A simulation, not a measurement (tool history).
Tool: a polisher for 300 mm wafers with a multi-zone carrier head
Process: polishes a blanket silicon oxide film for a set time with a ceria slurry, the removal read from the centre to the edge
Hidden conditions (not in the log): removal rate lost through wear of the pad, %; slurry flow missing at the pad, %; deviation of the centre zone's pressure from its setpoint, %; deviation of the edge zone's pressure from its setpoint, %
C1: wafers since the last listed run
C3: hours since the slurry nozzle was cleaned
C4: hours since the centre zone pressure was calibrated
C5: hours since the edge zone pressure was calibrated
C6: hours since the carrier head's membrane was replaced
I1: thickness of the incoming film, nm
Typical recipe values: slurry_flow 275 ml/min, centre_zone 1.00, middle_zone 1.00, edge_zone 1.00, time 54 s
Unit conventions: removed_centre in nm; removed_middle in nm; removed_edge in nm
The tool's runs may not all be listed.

Run 1, hour 0.0: usual settings but slurry_flow 240 ml/min, centre_zone 1.06; C1 0; wafers polished on this pad 2034; C3 463.3; C4 446.3; C5 440.1; C6 1322.1; I1 894.7. Result: removed_centre 143.2 nm, removed_middle 148.0 nm, removed_edge 146.9 nm.
At hour 30.3: slurry nozzle cleaned.
Run 2, hour 65.8: usual settings; C1 828; wafers polished on this pad 2862; C3 35.5; C4 512.1; C5 505.9; C6 1387.9; I1 882.2. Result: removed_centre 135.0 nm, removed_middle 149.0 nm, removed_edge 145.4 nm.
Run 3, hour 107.2: usual settings; C1 529; wafers polished on this pad 3392; C3 76.9; C4 553.5; C5 547.3; C6 1429.3; I1 881.1. Result: removed_centre 134.9 nm, removed_middle 152.8 nm, removed_edge 151.4 nm.
At hour 111.2: centre zone pressure recalibrated.
At hour 120.7: worn pad replaced by a new one.
Run 4, hour 213.4: usual settings; C1 1281; wafers polished on this pad 1185; C3 183.1; C4 102.2; C5 653.5; C6 1535.5; I1 887.1. Result: removed_centre 150.6 nm, removed_middle 151.5 nm, removed_edge 150.6 nm.
Run 5, hour 306.1: usual settings; C1 1185; wafers polished on this pad 2371; C3 275.8; C4 194.9; C5 746.2; C6 1628.2; I1 892.9. Result: removed_centre 149.1 nm, removed_middle 151.4 nm, removed_edge 148.8 nm.
Run 6, hour 367.1: usual settings; C1 780; wafers polished on this pad 3151; C3 336.8; C4 255.9; C5 807.2; C6 1689.2; I1 889.9. Result: removed_centre 146.9 nm, removed_middle 149.4 nm, removed_edge 150.0 nm.
Run 7, hour 428.6: usual settings; C1 786; wafers polished on this pad 3938; C3 398.3; C4 317.4; C5 868.7; C6 1750.7; I1 881.7. Result: removed_centre 145.6 nm, removed_middle 152.0 nm, removed_edge 149.4 nm.
At hour 439.6: worn pad replaced by a new one.
Run 8, hour 494.8: usual settings; C1 795; wafers polished on this pad 705; C3 464.5; C4 383.6; C5 934.9; C6 1816.9; I1 877.7. Result: removed_centre 142.8 nm, removed_middle 148.6 nm, removed_edge 151.7 nm.
At hour 541.1: carrier head's membrane replaced by a new one.
Run 9, hour 541.6: usual settings; C1 534; wafers polished on this pad 1240; C3 511.3; C4 430.4; C5 981.7; C6 0.5; I1 880.0. Result: removed_centre 142.2 nm, removed_middle 150.6 nm, removed_edge 152.8 nm.
At hour 556.8: slurry nozzle cleaned.
Run 10, hour 575.2: usual settings but centre_zone 0.96; C1 416; wafers polished on this pad 1657; C3 18.4; C4 464.0; C5 1015.3; C6 34.1; I1 880.0. Result: removed_centre 134.9 nm, removed_middle 152.7 nm, removed_edge 151.4 nm.
At hour 597.3: centre zone pressure recalibrated.
At hour 601.3: edge zone pressure recalibrated.
Run 11, hour 657.4: usual settings but middle_zone 0.96, edge_zone 1.03, time 43 s; C1 1000; wafers polished on this pad 2657; C3 100.6; C4 60.1; C5 56.1; C6 116.3; I1 879.6. Result: removed_centre 118.3 nm, removed_middle 119.0 nm, removed_edge 119.5 nm.
Run 12, hour 707.8: usual settings but centre_zone 0.91, middle_zone 1.09; C1 644; wafers polished on this pad 3302; C3 151.0; C4 110.5; C5 106.5; C6 166.7; I1 889.1. Result: removed_centre 136.3 nm, removed_middle 162.3 nm, removed_edge 147.3 nm.
At hour 720.0: worn pad replaced by a new one.
Run 13, hour 756.6: usual settings but slurry_flow 230 ml/min, edge_zone 0.95; C1 573; wafers polished on this pad 468; C3 199.8; C4 159.3; C5 155.3; C6 215.5; I1 874.7. Result: removed_centre 145.1 nm, removed_middle 147.3 nm, removed_edge 146.2 nm.
Run 14, hour 822.7: usual settings; C1 845; wafers polished on this pad 1314; C3 265.9; C4 225.4; C5 221.4; C6 281.6; I1 884.2. Result: removed_centre 148.8 nm, removed_middle 151.8 nm, removed_edge 151.2 nm.
Run 15, hour 928.2: usual settings but slurry_flow 220 ml/min, centre_zone 1.06, edge_zone 0.91; C1 1349; wafers polished on this pad 2663; C3 371.4; C4 330.9; C5 326.9; C6 387.1; I1 876.5. Result: removed_centre 147.1 nm, removed_middle 145.8 nm, removed_edge 140.1 nm.
At hour 1005.4: worn pad replaced by a new one.
Run 16, hour 1029.9: usual settings but centre_zone 0.88; C1 1249; wafers polished on this pad 313; C3 473.1; C4 432.6; C5 428.6; C6 488.8; I1 881.9. Result: removed_centre 126.7 nm, removed_middle 150.3 nm, removed_edge 149.9 nm.
At hour 1054.5: centre zone pressure recalibrated.
At hour 1091.2: slurry nozzle cleaned.
Run 17, hour 1115.9: usual settings but middle_zone 0.90, time 69 s; C1 1061; wafers polished on this pad 1375; C3 24.7; C4 61.4; C5 514.6; C6 574.8; I1 869.0. Result: removed_centre 190.0 nm, removed_middle 184.5 nm, removed_edge 192.1 nm.

Estimate the outcome of run 18 from the log above:
Run 18, hour 1214.3: usual settings but middle_zone 1.10; C1 1258; wafers polished on this pad 2634; C3 123.1; C4 159.8; C5 613.0; C6 673.2; I1 863.4. Result: removed_centre ?, removed_middle ?, removed_edge ?.

removed_centre: 148.7 nm
removed_middle: 157.8 nm
removed_edge: 148.1 nm
The same run, on a tool lacking any hidden state, would have yielded removed_centre 150.2 nm, removed_middle 157.8 nm, removed_edge 148.1 nm.
